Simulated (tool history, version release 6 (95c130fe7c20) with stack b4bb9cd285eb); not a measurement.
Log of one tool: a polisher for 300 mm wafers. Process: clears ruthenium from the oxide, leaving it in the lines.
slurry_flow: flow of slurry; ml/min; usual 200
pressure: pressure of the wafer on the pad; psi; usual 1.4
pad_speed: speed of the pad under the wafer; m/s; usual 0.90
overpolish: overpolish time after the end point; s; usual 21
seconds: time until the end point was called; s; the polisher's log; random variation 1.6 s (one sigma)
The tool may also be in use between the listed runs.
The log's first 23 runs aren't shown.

run,hour,slurry_flow,pressure,pad_speed,overpolish,"incoming thickness of the incoming film, nm",seconds
24,1137.0,250,1.0,0.98,28,95.1,151.4
# hour 1173.0: head pressure recalibrated
25,1207.7,200,1.1,0.90,10,94.2,161.7
26,1278.3,230,1.9,1.18,25,94.5,77.8
27,1310.5,200,1.4,0.90,21,95.7,134.2
# hour 1369.3: worn pad replaced by a new one
28,1369.8,200,1.4,0.90,21,95.2,133.2
29,1429.1,200,1.4,0.90,21,94.6,133.1
30,1472.5,165,1.6,0.90,25,96.7,124.5
31,1532.9,260,1.4,0.90,21,94.8,131.6
32,1592.2,200,1.4,0.90,21,94.6,133.2
33,1618.6,200,1.4,0.90,21,95.8,134.0
34,1643.9,235,1.4,1.04,21,96.6,114.4

Forecast each of these 4 alternatives for the next run:
A,1644.4,200,1.4,0.90,21,94.6,?
B,1644.4,170,1.6,0.90,21,94.6,?
C,1644.4,240,1.2,1.14,27,94.6,?
D,1644.4,230,1.9,0.78,25,94.6,?

run,seconds
A,131.1
B,121.2
C,113.6
D,116.4
Without the tool's hidden state the same runs would have given:
run,seconds
A,131.1
B,121.2
C,113.6
D,116.4
